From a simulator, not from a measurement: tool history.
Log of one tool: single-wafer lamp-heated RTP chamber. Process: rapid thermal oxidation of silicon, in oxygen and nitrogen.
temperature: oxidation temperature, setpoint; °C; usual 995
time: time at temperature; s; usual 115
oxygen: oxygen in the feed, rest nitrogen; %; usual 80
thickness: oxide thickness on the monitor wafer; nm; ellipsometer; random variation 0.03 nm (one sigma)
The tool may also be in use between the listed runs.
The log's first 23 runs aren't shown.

run    hour  temperature  time  oxygen  wafers since the last listed run  wafers since the last pyrometer calibration  hours since the oxygen flow controller was replaced  hours since the gauge calibration  read-back reference wafer on the same gauge, thickness  thickness
 24  1195.2         1009   135      98                               534                                         1677                                                488.2                             1388.7                                                   6.968      9.055
     1232.6  -- gauge calibrated
 25  1245.5          995   115      80                               489                                         2166                                                538.5                               12.9                                                   6.966      7.048
 26  1283.4         1018    87      91                               368                                         2534                                                576.4                               50.8                                                   6.961      7.672
 27  1420.4         1024   133      57                              1331                                         3866                                                713.4                              187.8                                                   6.946      8.276
 28  1466.2         1019    61      98                               445                                         4311                                                759.2                              233.6                                                   6.966      6.871
 29  1528.4          966    92      68                               604                                         4916                                                821.4                              295.8                                                   6.968      4.947
 30  1558.8          995   115      80                               295                                         5212                                                851.8                              326.2                                                   6.957      7.151
 31  1605.7          979   115      62                               455                                         5668                                                898.7                              373.1                                                   6.963      5.833
 32  1645.1         1005    61      98                               383                                         6051                                                938.1                              412.5                                                   6.964      6.258
     1685.5  -- pyrometer window cleaned and pyrometer calibrated
 33  1686.0          995    92      98                               319                                            5                                                979.0                              453.4                                                   6.974      6.761
 34  1715.2          995    74      98                               283                                          288                                               1008.2                              482.6                                                   6.960      6.142
 35  1773.9          995   115      80                               570                                          859                                               1066.9                              541.3                                                   6.956      7.031
 36  1800.6          995   115      95                               259                                         1119                                               1093.6                              568.0                                                   6.968      7.453
 37  1848.0          995    97      80                               460                                         1580                                               1141.0                              615.4                                                   6.950      6.475
 38  1889.2          995   151      80                               400                                         1980                                               1182.2                              656.6                                                   6.953      7.936

Forecast each of these 4 alternatives for the next run:
  A  1889.7          995   115      80                                 4                                         1985                                               1182.7                              657.1                                                       ?          ?
  B  1889.7          979    89      98                                 4                                         1985                                               1182.7                              657.1                                                       ?          ?
  C  1889.7         1009   131      91                                 4                                         1985                                               1182.7                              657.1                                                       ?          ?
  D  1889.7          987    90      62                                 4                                         1985                                               1182.7                              657.1                                                       ?          ?

run  read-back reference wafer on the same gauge, thickness  thickness
  A                                                   6.955      7.033
  B                                                   6.955      5.972
  C                                                   6.955      8.672
  D                                                   6.955      5.436
Without the tool's hidden state the same runs would have given:
run  thickness
  A      6.929
  B      5.882
  C      8.544
  D      5.356
